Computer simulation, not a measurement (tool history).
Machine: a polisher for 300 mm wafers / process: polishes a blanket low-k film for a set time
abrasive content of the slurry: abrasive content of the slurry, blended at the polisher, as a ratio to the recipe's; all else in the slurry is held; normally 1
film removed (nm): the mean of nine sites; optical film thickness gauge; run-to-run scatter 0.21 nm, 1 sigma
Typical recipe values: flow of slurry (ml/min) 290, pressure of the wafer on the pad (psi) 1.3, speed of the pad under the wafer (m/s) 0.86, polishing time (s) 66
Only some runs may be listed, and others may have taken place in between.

| run | day | flow of slurry (ml/min) | pressure of the wafer on the pad (psi) | speed of the pad under the wafer (m/s) | abrasive content of the slurry | polishing time (s) | incoming thickness of the incoming film, nm | film removed (nm) |
|---|---|---|---|---|---|---|---|---|
| 1 | 0 | 290 | 1.3 | 0.86 | 1 | 66 | 597 | 16.6 |
|  | 1.729 | slurry nozzle cleaned |
| 2 | 1.75 | 290 | 1.3 | 0.86 | 1 | 66 | 602.5 | 16.1 |
|  | 1.983 | worn pad replaced by a new one |
| 3 | 3.738 | 290 | 1.3 | 0.64 | 1 | 66 | 602 | 12.8 |
| 4 | 6.05 | 290 | 1.3 | 0.64 | 1 | 66 | 619.7 | 12.8 |
|  | 8.208 | slurry blender recalibrated |
| 5 | 8.229 | 350 | 1.3 | 0.86 | 1 | 66 | 601.9 | 16 |
| 6 | 9.192 | 290 | 1.5 | 0.86 | 1 | 66 | 616.8 | 17.5 |
|  | 9.6 | conditioning disc replaced and pad reconditioned |
|  | 11.671 | worn pad replaced by a new one |
| 7 | 11.692 | 290 | 1.5 | 0.86 | 1 | 66 | 612.7 | 18.6 |
| 8 | 14.625 | 290 | 1.5 | 0.86 | 1 | 66 | 614 | 18.2 |
| 9 | 16.671 | 325 | 1.3 | 0.86 | 0.75 | 66 | 612.3 | 13.9 |
| 10 | 19.404 | 290 | 1.3 | 0.86 | 1 | 66 | 607.3 | 16.3 |
|  | 19.567 | slurry blender recalibrated |
|  | 20.879 | head pressure recalibrated |
|  | 21.229 | worn pad replaced by a new one |
| 11 | 21.738 | 290 | 1.3 | 0.86 | 1 | 66 | 612.6 | 16.4 |
| 12 | 23.775 | 290 | 1.3 | 0.86 | 1 | 66 | 605.4 | 16.4 |
| 13 | 24.888 | 260 | 1.3 | 0.86 | 1 | 66 | 612.5 | 15.7 |
|  | 25.2 | slurry nozzle cleaned |
|  | 26.129 | conditioning disc replaced and pad reconditioned |
| 14 | 27.817 | 245 | 1.3 | 0.86 | 1 | 66 | 601.2 | 16.5 |
|  | 30.225 | slurry blender recalibrated |
| 15 | 30.788 | 290 | 1.3 | 0.86 | 1.2 | 58 | 608.1 | 15.8 |
|  | 31.592 | worn pad replaced by a new one |
| 16 | 32.342 | 290 | 1.3 | 0.86 | 1 | 89 | 605.6 | 21.9 |
| 17 | 33.708 | 290 | 1.6 | 0.86 | 1.1 | 66 | 613.1 | 19.9 |
| 18 | 35.442 | 290 | 1.3 | 0.86 | 1 | 66 | 603.9 | 16.2 |
| 19 | 36.646 | 290 | 1.3 | 0.86 | 1 | 66 | 605 | 16.4 |
|  | 39.338 | slurry blender recalibrated |
|  | 40.712 | conditioning disc replaced and pad reconditioned |
|  | 42.496 | worn pad replaced by a new one |
| 20 | 44.733 | 290 | 1.6 | 0.86 | 1 | 54 | 609.4 | 15.7 |
| 21 | 46.75 | 290 | 1.6 | 1.08 | 0.8 | 76 | 623.6 | 23.4 |
| 22 | 49.2 | 200 | 1.6 | 0.86 | 1 | 66 | 613.1 | 18.7 |
|  | 50.104 | slurry blender recalibrated |
|  | 50.521 | slurry nozzle cleaned |
| 23 | 51.458 | 260 | 1.3 | 0.86 | 1 | 66 | 598.3 | 16.3 |
| 24 | 52.779 | 290 | 1.3 | 0.86 | 1 | 66 | 614.3 | 16.4 |

Results for each run, recomputed without the tool's hidden state and with each run's random variation untouched:
Unlogged tool condition in this case: removal rate lost through wear of the pad, %; slurry flow missing at the pad, %; deviation of the head's pressure from its setpoint, %; abrasive missing from the slurry, %; time polished since the conditioner stopped cutting, s.
| run | film removed (nm) |
|---|---|
| 1 | 17.1 |
| 2 | 16.7 |
| 3 | 13.2 |
| 4 | 13.3 |
| 5 | 16.9 |
| 6 | 18.6 |
| 7 | 18.8 |
| 8 | 18.7 |
| 9 | 14.3 |
| 10 | 16.9 |
| 11 | 17.2 |
| 12 | 17.3 |
| 13 | 16.7 |
| 14 | 16.7 |
| 15 | 16.1 |
| 16 | 22.4 |
| 17 | 20.5 |
| 18 | 16.7 |
| 19 | 17.1 |
| 20 | 16 |
| 21 | 24.3 |
| 22 | 19.4 |
| 23 | 17 |
| 24 | 17.2 |
